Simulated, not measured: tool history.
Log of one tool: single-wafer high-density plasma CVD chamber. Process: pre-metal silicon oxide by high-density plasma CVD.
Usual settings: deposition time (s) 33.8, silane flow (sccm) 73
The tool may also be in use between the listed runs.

run   hour  deposition time (s)  silane flow (sccm)  read-back reference wafer on the same gauge, thickness_nm  mean film thickness on the monitor wafer (nm)
  1      0                 33.8                  73                                                    297.041                                        260.396
  2   27.9                 33.8                  73                                                    296.918                                        260.208
      40.6  -- gauge calibrated
  3   56.7                 33.8                  73                                                    296.935                                          260.4
  4     70                 35.9                  73                                                    296.878                                        275.908
  5   90.3                 33.8                  73                                                        297                                        260.667
  6  104.5                 31.6                  66                                                    296.985                                        225.011
  7  138.6                 31.6                  66                                                    297.107                                         225.54
  8  160.6                 31.6                  66                                                    296.925                                        225.764
  9  195.5                 33.8                  73                                                    297.052                                        260.225
 10  213.6                 33.8                  73                                                    297.078                                        259.711
 11  227.6                 33.8                  73                                                    297.014                                        259.094
 12  252.5                 28.3                  73                                                     296.99                                        216.742
 13  277.6                 33.8                  73                                                    296.947                                        260.679

The next listed run, before its measurement:
 14   302                 33.8                  59                                                          ?                                              ?

Run 14 gave read-back reference wafer on the same gauge, thickness_nm 297.042, mean film thickness on the monitor wafer (nm) 222.307.
Without the tool's hidden state the same run would have given mean film thickness on the monitor wafer (nm) 230.827.
